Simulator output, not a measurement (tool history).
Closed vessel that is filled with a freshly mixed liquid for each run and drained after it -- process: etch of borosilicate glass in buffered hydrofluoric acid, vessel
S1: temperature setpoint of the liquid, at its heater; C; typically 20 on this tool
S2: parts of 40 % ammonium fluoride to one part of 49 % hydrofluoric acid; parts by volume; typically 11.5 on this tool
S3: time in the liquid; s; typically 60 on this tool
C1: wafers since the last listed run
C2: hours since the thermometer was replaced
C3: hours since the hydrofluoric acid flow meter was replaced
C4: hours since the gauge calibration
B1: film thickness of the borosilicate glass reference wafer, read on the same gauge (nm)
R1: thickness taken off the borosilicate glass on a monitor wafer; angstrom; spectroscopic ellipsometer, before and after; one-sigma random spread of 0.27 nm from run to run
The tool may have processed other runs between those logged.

run	hour	S1	S2	S3	C1	C2	C3	C4	B1	R1
1	0	20	14.5	80	0	567.9	165.4	420.3	150	567.7
2	43.6	20	11.5	60	2983	611.5	209	463.9	149.99	536.1
3	133.8	20	11.5	60	6172	701.7	299.2	554.1	149.97	531.2
4	238.7	20	11.5	60	7178	806.6	404.1	659	150.01	534.6
5	317.1	20	11.5	60	5365	885	482.5	737.4	150.03	530.5
6	379.3	20	11.5	60	4256	947.2	544.7	799.6	150.02	531.3
7	419.7	20	11.5	60	2764	987.6	585.1	840	150	531.5
8	502.9	20	11.5	60	5693	1070.8	668.3	923.2	150	532
9	589.9	20	11.5	60	5953	1157.8	755.3	1010.2	150	531.4
10	688.1	21.5	11.5	60	6720	1256	853.5	1108.4	149.97	577
11	788.2	21.5	11.5	60	6850	1356.1	953.6	1208.5	150.02	568.4
12	850.7	20	11.5	60	4277	1418.6	1016.1	1271	150.02	529.9
13	900.2	20	11.5	60	3387	1468.1	1065.6	1320.5	149.99	525.9
# hour 913.7: hydrofluoric acid flow meter replaced
# hour 933.7: thermometer replaced
14	945	25	8	80	2928	11.3	31.3	1365.3	149.99	1266.7
15	999.4	20	11.5	60	3722	65.7	85.7	1419.7	150.01	517.8
16	1101	20	11.5	60	6952	167.3	187.3	1521.3	150	507.1
17	1156.8	21.5	15	35	3818	223.1	243.1	1577.1	150	249.7
18	1261.8	18.5	13	95	7185	328.1	348.1	1682.1	149.98	658.9
19	1342.7	17	11.5	60	5536	409	429	1763	150	429.8
20	1389.6	21.5	7.5	60	3209	455.9	475.9	1809.9	150.01	824.7
# hour 1462.8: thermometer replaced, repeated, since the last time left the tool worse
21	1481.6	20	11.5	80	6227	18.8	567.9	1901.9	150	725.5
22	1570.1	20	11.5	60	6056	107.3	656.4	1990.4	150	541.4
# hour 1670.6: gauge calibrated
23	1677.8	20	11.5	60	7370	215	764.1	7.2	150.02	541.2
24	1729.6	20	15.5	60	3544	266.8	815.9	59	149.98	404.3
25	1827.9	23	11.5	35	6727	365.1	914.2	157.3	150	368.9
26	1919.7	20	11.5	60	6282	456.9	1006	249.1	150.01	537.3
# hour 1953.7: hydrofluoric acid flow meter replaced
27	1988.9	17	13.5	80	4667	526.1	35.2	318.3	150	522
28	2053.7	22.5	15.5	50	4434	590.9	100	383.1	149.99	380.8
29	2095.2	23	8	75	2839	632.4	141.5	424.6	150.02	1095.5
30	2168.3	20	11.5	60	5002	705.5	214.6	497.7	150	535.4
31	2218	18.5	8.5	60	3401	755.2	264.3	547.4	150	647.1

For each entry between runs, how does the tool's hidden state at the last listed run before it compare with that at the first listed run after it?
In the gap between runs 13 and 14: hydrofluoric acid flow meter replaced (hour 913.7); thermometer replaced (hour 933.7)
  liquid colder than its thermometer reads (K): 0.546 -> 0.959
  measured less the result without the state, R1: -16.1 -> -66.3 angstrom
In the gap between runs 20 and 21: thermometer replaced, repeated, since the last time left the tool worse (hour 1462.8)
  liquid colder than its thermometer reads (K): 1.11 -> 0.0306
  measured less the result without the state, R1: -51.2 -> -1.2 angstrom
In the gap between runs 22 and 23: gauge calibrated (hour 1670.6)
  liquid colder than its thermometer reads (K): 0.061 -> 0.098
  measured less the result without the state, R1: -1.7 -> -3 angstrom
In the gap between runs 26 and 27: hydrofluoric acid flow meter replaced (hour 1953.7)
  liquid colder than its thermometer reads (K): 0.181 -> 0.205
  measured less the result without the state, R1: -5.3 -> -5.9 angstrom

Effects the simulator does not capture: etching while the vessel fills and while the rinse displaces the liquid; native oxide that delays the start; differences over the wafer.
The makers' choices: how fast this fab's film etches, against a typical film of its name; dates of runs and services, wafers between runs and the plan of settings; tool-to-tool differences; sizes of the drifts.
